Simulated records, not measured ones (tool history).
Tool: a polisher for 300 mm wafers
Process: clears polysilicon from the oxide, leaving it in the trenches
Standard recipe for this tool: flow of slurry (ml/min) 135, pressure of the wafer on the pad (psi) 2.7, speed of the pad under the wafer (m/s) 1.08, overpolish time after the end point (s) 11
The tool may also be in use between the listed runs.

run,hour,flow of slurry (ml/min),pressure of the wafer on the pad (psi),speed of the pad under the wafer (m/s),overpolish time after the end point (s),"incoming thickness of the incoming film, nm",time until the end point was called (s)
1,0,135,2.7,1.08,11,661.3,38.6
# hour 8.6: worn pad replaced by a new one
2,10.7,135,2.7,1.08,11,642.5,35
3,24.2,135,2.7,0.82,11,645.6,46.8
4,41.9,135,2.7,0.82,11,641.2,46.7
5,55.3,135,2.7,0.82,11,645.5,50
6,70.2,160,2.5,1.08,11,652.4,39.9
7,86.7,160,2.5,1.08,11,641.8,37.8
# hour 90.2: slurry nozzle cleaned
# hour 97.5: head pressure recalibrated
# hour 98.1: worn pad replaced by a new one
8,98.6,135,2.7,1.08,11,657.3,39.8
9,111.7,135,2.7,1.08,12,640.8,40.7
10,123,105,2.2,1.28,11,650.3,43.7
11,129.3,120,2.7,0.96,18,641.6,47
12,135.5,135,2.7,1.08,11,652,42.3
# hour 141.9: worn pad replaced by a new one, repeated, since the last time left the tool worse
13,150.5,135,2.7,1.08,11,649.3,36.3
14,160.2,135,3.6,1.08,16,649.2,28.1
15,171.1,135,3,0.72,11,657.4,51.3
16,185.6,135,2.7,1.08,11,663.8,37.9
17,196,115,2.7,1.08,11,649.7,38.1
18,202.6,110,2.7,0.92,17,638.4,44.8
19,219.1,100,3.4,0.98,14,640.5,36.6

Predict each of these 3 candidate next runs independently; none follows another, all start after run 19:
A,219.5,135,2,1.08,11,664.5,?
B,219.5,135,2.7,1.26,11,664.5,?
C,219.5,160,2.7,1.08,7,664.5,?

run,time until the end point was called (s)
A,52.1
B,33.1
C,37.3
What these runs would have given with no unlogged condition in the tool:
run,time until the end point was called (s)
A,48.4
B,30.8
C,34.7

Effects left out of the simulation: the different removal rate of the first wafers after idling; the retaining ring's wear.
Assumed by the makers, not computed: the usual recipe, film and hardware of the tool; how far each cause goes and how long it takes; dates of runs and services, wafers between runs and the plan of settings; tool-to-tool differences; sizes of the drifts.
